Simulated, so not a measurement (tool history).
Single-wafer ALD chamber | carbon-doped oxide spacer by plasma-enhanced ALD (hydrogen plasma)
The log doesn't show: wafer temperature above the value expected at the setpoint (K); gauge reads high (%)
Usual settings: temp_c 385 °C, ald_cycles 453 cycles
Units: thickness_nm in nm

run,day,temp_c,ald_cycles,wafers since the last listed run,hours since the last thermocouple change,hours since the gauge calibration,"read-back reference wafer on the same gauge, thickness_nm",thickness_nm
1,0,375,391,0,1947.7,330.3,18.008,18.704
2,0.529,385,453,10,1960.4,343,17.998,21.766
3,0.808,385,453,5,1967.1,349.7,17.996,21.738
4,1.458,379,415,12,1982.7,365.3,18.001,19.808
5,1.833,379,415,7,1991.7,374.3,18.006,19.905
6,2.446,389,453,11,2006.4,389,18.007,21.688
7,2.75,385,453,5,2013.7,396.3,18.008,21.671
8,3.188,385,453,8,2024.2,406.8,18.001,21.652
9,3.821,385,453,12,2039.4,422,17.997,21.598
10,4.325,385,453,9,2051.5,434.1,18.002,21.721
11,4.654,385,453,6,2059.4,442,17.99,21.731
12,5.042,385,453,7,2068.7,451.3,18,21.729
13,5.779,388,490,14,2086.4,469,17.995,23.457
14,6.238,388,490,8,2097.4,480,18.005,23.44
15,6.721,385,453,9,2109,491.6,17.994,21.742
16,7.083,385,453,6,2117.7,500.3,17.997,21.655
17,7.75,385,453,12,2133.7,516.3,17.996,21.647
18,8.008,385,453,4,2139.9,522.5,18,21.743
19,8.588,385,453,11,2153.8,536.4,18.003,21.823
# day 9.196: gauge calibrated
20,9.283,385,453,13,2170.5,2.1,17.994,21.741
21,10,385,453,13,2187.7,19.3,18.002,21.7
22,10.262,385,453,5,2194,25.6,17.99,21.721
23,10.829,385,453,10,2207.6,39.2,17.995,21.725
24,11.246,400,420,8,2217.6,49.2,18.003,20.013
25,11.679,370,453,8,2228,59.6,17.996,21.671
# day 12.462: thermocouple changed; heater temperature recalibrated
26,12.483,398,372,9,0.5,78.9,17.994,17.813
27,12.683,385,453,3,5.3,83.7,18.013,21.759
28,12.942,376,518,4,11.5,89.9,17.995,24.874
29,13.654,392,542,13,28.6,107,18.002,25.999
30,13.925,385,453,5,35.1,113.5,18.001,21.653
31,14.442,399,390,9,47.5,125.9,17.997,18.699
32,14.942,376,453,9,59.5,137.9,17.991,21.749
33,15.288,374,412,6,67.8,146.2,18.003,19.718
34,15.762,378,408,9,79.2,157.6,18.009,19.459
35,16.392,370,376,12,94.3,172.7,17.997,17.964
36,16.942,375,507,10,107.5,185.9,17.998,24.382
37,17.221,372,538,5,114.2,192.6,17.999,25.695
38,17.729,376,428,9,126.4,204.8,17.999,20.465
39,18.033,385,453,5,133.7,212.1,18.006,21.657
40,18.312,379,393,5,140.4,218.8,18.009,18.837
41,19.604,376,428,24,171.4,249.8,18,20.521
42,20.208,371,514,11,185.9,264.3,18,24.518
43,20.879,398,509,12,202,280.4,18.001,24.427
44,21.375,379,538,9,213.9,292.3,18.004,25.718
45,21.646,392,390,5,220.4,298.8,18.004,18.623
46,22.35,392,495,13,237.3,315.7,17.988,23.742

Forecast each of these 4 alternatives for the next run:
A,22.396,398,453,0,238.4,316.8,?,?
B,22.396,393,453,0,238.4,316.8,?,?
C,22.396,390,485,0,238.4,316.8,?,?
D,22.396,391,383,0,238.4,316.8,?,?

run,"read-back reference wafer on the same gauge, thickness_nm",thickness_nm
A,18.012,21.735
B,18.012,21.735
C,18.012,23.27
D,18.012,18.376
Without the tool's hidden state the same runs would have given:
run,thickness_nm
A,21.735
B,21.735
C,23.27
D,18.376
